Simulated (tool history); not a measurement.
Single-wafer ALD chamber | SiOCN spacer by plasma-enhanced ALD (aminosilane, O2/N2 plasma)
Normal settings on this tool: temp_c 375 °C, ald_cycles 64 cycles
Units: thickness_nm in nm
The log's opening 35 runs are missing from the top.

run,hour,temp_c,ald_cycles,wafers since the last listed run,hours since the last thermocouple change,hours since the gauge calibration,"read-back reference wafer on the same gauge, thickness_nm",thickness_nm
36,420.6,375,74,203,179.6,155.6,4.648,4.785
37,438.4,362,64,90,197.4,173.4,4.654,4.143
38,455.2,382,53,85,214.2,190.2,4.664,3.439
39,461.6,375,64,32,220.6,196.6,4.666,4.149
40,468.1,367,74,32,227.1,203.1,4.661,4.788
41,480.4,375,64,62,239.4,215.4,4.668,4.165
42,493.1,386,64,64,252.1,228.1,4.669,4.141
43,510.6,375,64,88,269.6,245.6,4.665,4.168
44,522.5,375,64,60,281.5,257.5,4.679,4.155
45,532.7,375,64,51,291.7,267.7,4.676,4.150
46,567.0,389,71,173,326.0,302.0,4.680,4.623
47,578.2,360,52,56,337.2,313.2,4.685,3.379

4 ways to go on from here, each from the tool as it stands after run 47. What would each give?
A,578.7,375,64,2,337.7,313.7,?,?
B,578.7,386,68,2,337.7,313.7,?,?
C,578.7,368,55,2,337.7,313.7,?,?
D,578.7,363,71,2,337.7,313.7,?,?

run,"read-back reference wafer on the same gauge, thickness_nm",thickness_nm
A,4.682,4.181
B,4.682,4.442
C,4.682,3.593
D,4.682,4.638
Had the tool no hidden state, the same runs would have come out as:
run,thickness_nm
A,4.097
B,4.353
C,3.521
D,4.545
